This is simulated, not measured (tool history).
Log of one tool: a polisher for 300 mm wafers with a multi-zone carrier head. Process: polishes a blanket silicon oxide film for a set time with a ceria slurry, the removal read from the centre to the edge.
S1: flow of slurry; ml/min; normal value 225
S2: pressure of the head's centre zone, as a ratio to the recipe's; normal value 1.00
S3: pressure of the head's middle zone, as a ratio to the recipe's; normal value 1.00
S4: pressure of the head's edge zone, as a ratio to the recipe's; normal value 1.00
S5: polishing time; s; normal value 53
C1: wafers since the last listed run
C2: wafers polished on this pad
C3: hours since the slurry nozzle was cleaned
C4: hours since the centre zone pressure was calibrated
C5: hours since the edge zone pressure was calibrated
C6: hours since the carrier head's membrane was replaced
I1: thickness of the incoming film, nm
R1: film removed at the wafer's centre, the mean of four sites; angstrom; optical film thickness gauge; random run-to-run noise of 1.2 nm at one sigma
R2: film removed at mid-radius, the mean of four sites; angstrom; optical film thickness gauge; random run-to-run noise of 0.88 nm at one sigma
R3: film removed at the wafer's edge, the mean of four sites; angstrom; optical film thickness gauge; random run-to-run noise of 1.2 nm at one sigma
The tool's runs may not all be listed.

run 1 hour=0.0 | S1=225 S2=1.00 S3=1.00 S4=1.00 S5=53 | C1=0 C2=1581 C3=51.4 C4=303.4 C5=362.0 C6=79.5 | I1=1283.1 | R1=1343 R2=1356 R3=1350
-- hour=69.0 edge zone pressure recalibrated
-- hour=138.7 worn pad replaced by a new one
run 2 hour=213.3 | S1=225 S2=1.09 S3=1.00 S4=1.00 S5=40 | C1=2644 C2=951 C3=264.7 C4=516.7 C5=144.3 C6=292.8 | I1=1297.1 | R1=1082 R2=1014 R3=1014
run 3 hour=244.2 | S1=225 S2=1.09 S3=1.00 S4=1.00 S5=40 | C1=394 C2=1346 C3=295.6 C4=547.6 C5=175.2 C6=323.7 | I1=1315.9 | R1=1084 R2=1010 R3=1032
-- hour=299.2 centre zone pressure recalibrated
run 4 hour=314.7 | S1=225 S2=1.00 S3=1.00 S4=1.00 S5=53 | C1=873 C2=2219 C3=366.1 C4=15.5 C5=245.7 C6=394.2 | I1=1315.2 | R1=1303 R2=1340 R3=1347
run 5 hour=368.6 | S1=225 S2=1.00 S3=1.00 S4=1.00 S5=53 | C1=687 C2=2907 C3=420.0 C4=69.4 C5=299.6 C6=448.1 | I1=1322.1 | R1=1307 R2=1339 R3=1319
run 6 hour=393.0 | S1=225 S2=1.00 S3=1.00 S4=1.00 S5=53 | C1=311 C2=3218 C3=444.4 C4=93.8 C5=324.0 C6=472.5 | I1=1298.6 | R1=1312 R2=1328 R3=1330
-- hour=431.7 worn pad replaced by a new one
run 7 hour=455.2 | S1=225 S2=1.00 S3=1.00 S4=1.00 S5=53 | C1=742 C2=300 C3=506.6 C4=156.0 C5=386.2 C6=534.7 | I1=1324.7 | R1=1295 R2=1317 R3=1350
-- hour=476.7 edge zone pressure recalibrated
run 8 hour=509.4 | S1=225 S2=1.00 S3=1.00 S4=1.00 S5=53 | C1=665 C2=966 C3=560.8 C4=210.2 C5=32.7 C6=588.9 | I1=1316.4 | R1=1296 R2=1315 R3=1316
run 9 hour=535.2 | S1=225 S2=1.00 S3=1.00 S4=1.00 S5=53 | C1=329 C2=1295 C3=586.6 C4=236.0 C5=58.5 C6=614.7 | I1=1283.0 | R1=1293 R2=1326 R3=1314
run 10 hour=581.5 | S1=225 S2=1.00 S3=1.00 S4=1.00 S5=53 | C1=590 C2=1885 C3=632.9 C4=282.3 C5=104.8 C6=661.0 | I1=1307.2 | R1=1288 R2=1327 R3=1310
run 11 hour=610.7 | S1=225 S2=0.93 S3=1.00 S4=1.00 S5=42 | C1=372 C2=2258 C3=662.1 C4=311.5 C5=134.0 C6=690.2 | I1=1286.5 | R1=959 R2=1046 R3=1059
-- hour=628.6 carrier head's membrane replaced by a new one
run 12 hour=654.1 | S1=185 S2=0.96 S3=1.00 S4=1.00 S5=53 | C1=489 C2=2748 C3=705.5 C4=354.9 C5=177.4 C6=25.5 | I1=1294.2 | R1=1196 R2=1264 R3=1284
-- hour=678.9 worn pad replaced by a new one
-- hour=707.9 slurry nozzle cleaned
run 13 hour=725.3 | S1=195 S2=1.00 S3=1.00 S4=1.00 S5=61 | C1=844 C2=579 C3=17.4 C4=426.1 C5=248.6 C6=96.7 | I1=1298.8 | R1=1505 R2=1541 R3=1532
run 14 hour=754.5 | S1=225 S2=1.00 S3=1.00 S4=1.00 S5=53 | C1=372 C2=951 C3=46.6 C4=455.3 C5=277.8 C6=125.9 | I1=1302.0 | R1=1326 R2=1353 R3=1341
-- hour=808.1 centre zone pressure recalibrated
-- hour=901.1 edge zone pressure recalibrated
run 15 hour=933.2 | S1=170 S2=1.08 S3=0.91 S4=0.94 S5=53 | C1=2228 C2=3180 C3=225.3 C4=125.1 C5=32.1 C6=304.6 | I1=1307.7 | R1=1351 R2=1176 R3=1269
run 16 hour=983.2 | S1=225 S2=1.00 S3=1.00 S4=1.07 S5=53 | C1=637 C2=3817 C3=275.3 C4=175.1 C5=82.1 C6=354.6 | I1=1295.3 | R1=1313 R2=1317 R3=1402
-- hour=993.0 worn pad replaced by a new one
run 17 hour=1028.8 | S1=225 S2=1.00 S3=1.00 S4=1.00 S5=53 | C1=530 C2=457 C3=320.9 C4=220.7 C5=127.7 C6=400.2 | I1=1303.2 | R1=1301 R2=1338 R3=1345
run 18 hour=1089.1 | S1=225 S2=1.00 S3=1.00 S4=1.00 S5=53 | C1=769 C2=1226 C3=381.2 C4=281.0 C5=188.0 C6=460.5 | I1=1286.3 | R1=1303 R2=1324 R3=1342
run 19 hour=1148.9 | S1=225 S2=1.00 S3=1.00 S4=1.00 S5=53 | C1=762 C2=1989 C3=441.0 C4=340.8 C5=247.8 C6=520.3 | I1=1282.6 | R1=1314 R2=1336 R3=1353
run 20 hour=1200.7 | S1=290 S2=1.03 S3=0.94 S4=1.00 S5=71 | C1=660 C2=2650 C3=492.8 C4=392.6 C5=299.6 C6=572.1 | I1=1301.4 | R1=1885 R2=1767 R3=1815
run 21 hour=1251.1 | S1=155 S2=1.00 S3=1.04 S4=1.06 S5=53 | C1=642 C2=3292 C3=543.2 C4=443.0 C5=350.0 C6=622.5 | I1=1291.4 | R1=1182 R2=1255 R3=1298
-- hour=1274.3 carrier head's membrane replaced by a new one
-- hour=1301.9 worn pad replaced by a new one
run 22 hour=1308.2 | S1=225 S2=0.95 S3=1.00 S4=1.10 S5=53 | C1=613 C2=80 C3=600.3 C4=500.1 C5=407.1 C6=33.9 | I1=1311.6 | R1=1220 R2=1326 R3=1375

Entry by entry between the runs, the difference in hidden state between the last listed run before and the first listed run after:
Run 1 -> run 2: edge zone pressure recalibrated (hour 69.0); worn pad replaced by a new one (hour 138.7)
  slurry flow missing at the pad, %: 2.4 -> 7.86
  measured less the result without the state, R1: -5 -> -15 angstrom; R2: -4 -> -13 angstrom; R3: -4 -> -9 angstrom
Run 3 -> run 4: centre zone pressure recalibrated (hour 299.2)
  slurry flow missing at the pad, %: 8.66 -> 10.5
  measured less the result without the state, R1: -17 -> -24 angstrom; R2: -13 -> -22 angstrom; R3: -11 -> -17 angstrom
Run 6 -> run 7: worn pad replaced by a new one (hour 431.7)
  slurry flow missing at the pad, %: 12.5 -> 14.1
  measured less the result without the state, R1: -30 -> -34 angstrom; R2: -28 -> -31 angstrom; R3: -21 -> -24 angstrom
Run 7 -> run 8: edge zone pressure recalibrated (hour 476.7)
  slurry flow missing at the pad, %: 14.1 -> 15.4
  measured less the result without the state, R1: -34 -> -39 angstrom; R2: -31 -> -35 angstrom; R3: -24 -> -26 angstrom
Run 11 -> run 12: carrier head's membrane replaced by a new one (hour 628.6)
  slurry flow missing at the pad, %: 18 -> 19.1
  measured less the result without the state, R1: -35 -> -59 angstrom; R2: -33 -> -55 angstrom; R3: -26 -> -40 angstrom
Run 12 -> run 13: worn pad replaced by a new one (hour 678.9); slurry nozzle cleaned (hour 707.9)
  slurry flow missing at the pad, %: 19.1 -> 2.31
  measured less the result without the state, R1: -59 -> -6 angstrom; R2: -55 -> -6 angstrom; R3: -40 -> -4 angstrom
Run 14 -> run 15: centre zone pressure recalibrated (hour 808.1); edge zone pressure recalibrated (hour 901.1)
  slurry flow missing at the pad, %: 3.06 -> 7.63
  measured less the result without the state, R1: -7 -> -24 angstrom; R2: -6 -> -19 angstrom; R3: -4 -> -15 angstrom
Run 16 -> run 17: worn pad replaced by a new one (hour 993.0)
  slurry flow missing at the pad, %: 8.91 -> 10.1
  measured less the result without the state, R1: -20 -> -24 angstrom; R2: -19 -> -22 angstrom; R3: -15 -> -16 angstrom
Run 21 -> run 22: carrier head's membrane replaced by a new one (hour 1274.3); worn pad replaced by a new one (hour 1301.9)
  slurry flow missing at the pad, %: 15.8 -> 17.2
  measured less the result without the state, R1: -56 -> -42 angstrom; R2: -51 -> -41 angstrom; R3: -38 -> -31 angstrom

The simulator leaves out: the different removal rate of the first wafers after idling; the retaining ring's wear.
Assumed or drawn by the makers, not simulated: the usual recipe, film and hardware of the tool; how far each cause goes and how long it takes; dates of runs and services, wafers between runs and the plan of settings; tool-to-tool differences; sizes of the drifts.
